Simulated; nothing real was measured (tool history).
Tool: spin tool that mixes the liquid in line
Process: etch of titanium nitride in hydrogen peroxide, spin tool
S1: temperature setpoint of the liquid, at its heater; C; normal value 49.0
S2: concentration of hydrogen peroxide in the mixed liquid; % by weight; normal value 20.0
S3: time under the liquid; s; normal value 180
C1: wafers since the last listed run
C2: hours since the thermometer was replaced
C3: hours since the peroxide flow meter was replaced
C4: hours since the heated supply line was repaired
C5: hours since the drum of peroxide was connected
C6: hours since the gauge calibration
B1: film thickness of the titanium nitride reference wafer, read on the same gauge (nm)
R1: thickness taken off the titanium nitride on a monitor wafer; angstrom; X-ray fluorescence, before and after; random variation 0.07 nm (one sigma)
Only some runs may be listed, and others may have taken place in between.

run,day,S1,S2,S3,C1,C2,C3,C4,C5,C6,B1,R1
1,0.000,49.0,20.0,120,0,1045.4,720.1,458.6,909.9,416.8,60.02,54.0
# day 1.183: new drum of peroxide connected
2,2.242,49.0,20.0,265,323,1099.2,773.9,512.4,25.4,470.6,59.98,122.0
3,4.846,49.0,20.0,265,382,1161.7,836.4,574.9,87.9,533.1,59.99,122.4
4,7.517,54.0,20.0,100,392,1225.8,900.5,639.0,152.0,597.2,59.98,64.8
5,11.621,54.0,20.0,100,602,1324.3,999.0,737.5,250.5,695.7,59.97,65.2
6,15.054,54.0,20.0,100,504,1406.7,1081.4,819.9,332.9,778.1,59.98,65.4
# day 16.525: gauge calibrated
# day 16.700: peroxide flow meter replaced
7,16.958,55.5,20.0,180,273,1452.4,6.2,865.6,378.6,10.4,59.99,131.2
# day 18.300: heated supply line repaired
8,18.817,55.5,20.0,180,266,1497.0,50.8,12.4,423.2,55.0,60.00,133.9
# day 22.079: thermometer replaced
9,22.642,55.5,20.0,180,555,13.5,142.6,104.2,515.0,146.8,60.01,151.0
10,24.496,49.0,20.0,265,272,58.0,187.1,148.7,559.5,191.3,60.00,140.1
11,28.350,52.0,24.0,270,566,150.5,279.6,241.2,652.0,283.8,60.00,187.4
# day 29.562: thermometer replaced, repeated, since the last time left the tool worse
12,32.042,49.0,20.0,180,536,59.5,368.2,329.8,740.6,372.4,59.99,76.7
13,34.446,54.0,20.0,100,353,117.2,425.9,387.5,798.3,430.1,59.99,61.0
14,36.692,58.0,20.0,180,329,171.1,479.8,441.4,852.2,484.0,59.99,148.8
15,38.796,54.5,23.0,120,309,221.6,530.3,491.9,902.7,534.5,60.01,80.0
# day 38.958: new drum of peroxide connected
16,43.096,42.5,14.5,180,625,324.8,633.5,595.1,99.3,637.7,60.01,45.4
17,44.733,54.0,20.0,100,240,364.1,672.8,634.4,138.6,677.0,59.99,62.4
# day 44.983: gauge calibrated
18,47.550,45.5,22.5,290,413,431.7,740.4,702.0,206.2,61.6,59.99,102.1
19,50.875,49.0,20.0,105,488,511.5,820.2,781.8,286.0,141.4,59.98,46.5

3 ways to go on from here, each from the tool as it stands after run 19. What would each give?
A,50.896,49.0,20.0,180,3,512.0,820.7,782.3,286.5,141.9,?,?
B,50.896,46.0,18.0,210,3,512.0,820.7,782.3,286.5,141.9,?,?
C,50.896,57.0,14.5,280,3,512.0,820.7,782.3,286.5,141.9,?,?

run,B1,R1
A,60.00,79.9
B,60.00,73.2
C,60.00,204.3
Without the tool's hidden state the same runs would have given:
run,R1
A,75.9
B,69.5
C,194.5
